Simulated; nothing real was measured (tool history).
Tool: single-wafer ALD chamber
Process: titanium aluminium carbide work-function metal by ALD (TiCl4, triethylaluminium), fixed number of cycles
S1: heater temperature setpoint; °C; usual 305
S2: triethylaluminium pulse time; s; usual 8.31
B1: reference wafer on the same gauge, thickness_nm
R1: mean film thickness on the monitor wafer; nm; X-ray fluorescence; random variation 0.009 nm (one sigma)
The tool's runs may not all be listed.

run 1 day=0.000 | S1=293 S2=8.31 | B1=1.788 | R1=1.700
run 2 day=4.329 | S1=293 S2=8.31 | B1=1.790 | R1=1.724
run 3 day=7.796 | S1=305 S2=8.31 | B1=1.790 | R1=1.798
run 4 day=12.012 | S1=305 S2=8.31 | B1=1.790 | R1=1.809
run 5 day=15.838 | S1=305 S2=8.31 | B1=1.790 | R1=1.803
run 6 day=19.254 | S1=305 S2=7.01 | B1=1.791 | R1=1.682
run 7 day=21.962 | S1=305 S2=7.01 | B1=1.790 | R1=1.678
run 8 day=25.908 | S1=305 S2=7.01 | B1=1.789 | R1=1.665
run 9 day=29.946 | S1=305 S2=8.31 | B1=1.789 | R1=1.777
-- day=30.504 thermocouple changed; heater temperature recalibrated
run 10 day=33.354 | S1=305 S2=8.31 | B1=1.791 | R1=1.787
-- day=38.600 showerhead replaced
run 11 day=38.912 | S1=305 S2=8.31 | B1=1.791 | R1=1.774
run 12 day=43.317 | S1=317 S2=7.26 | B1=1.789 | R1=1.783
run 13 day=45.812 | S1=305 S2=8.31 | B1=1.790 | R1=1.783
-- day=47.612 gauge calibrated
run 14 day=48.125 | S1=305 S2=9.53 | B1=1.790 | R1=1.855
run 15 day=49.917 | S1=305 S2=8.31 | B1=1.789 | R1=1.781
-- day=51.450 triethylaluminium bottle replaced
run 16 day=51.792 | S1=305 S2=8.31 | B1=1.790 | R1=1.852
run 17 day=54.833 | S1=305 S2=10.02 | B1=1.790 | R1=1.895
run 18 day=58.121 | S1=309 S2=7.15 | B1=1.790 | R1=1.786
run 19 day=60.221 | S1=305 S2=11.45 | B1=1.790 | R1=1.937
run 20 day=63.646 | S1=305 S2=8.31 | B1=1.792 | R1=1.828
run 21 day=68.050 | S1=317 S2=11.44 | B1=1.790 | R1=2.020
run 22 day=71.004 | S1=305 S2=6.40 | B1=1.789 | R1=1.665

Measured less the same run without the tool's hidden state. The same run-to-run variation is in both; the gauge's scatter may not be:
The hidden state here: wafer temperature above the value expected at the setpoint (K); triethylaluminium dose above that of a fresh bottle (%); gauge reads high (%).
run=1 R1=-0.051
run=2 R1=-0.055
run=3 R1=-0.061
run=4 R1=-0.063
run=5 R1=-0.065
run=6 R1=-0.090
run=7 R1=-0.091
run=8 R1=-0.093
run=9 R1=-0.070
run=10 R1=-0.072
run=11 R1=-0.073
run=12 R1=-0.099
run=13 R1=-0.075
run=14 R1=-0.056
run=15 R1=-0.076
run=16 R1=-0.001
run=17 R1=-0.004
run=18 R1=-0.019
run=19 R1=-0.007
run=20 R1=-0.023
run=21 R1=-0.012
run=22 R1=-0.052
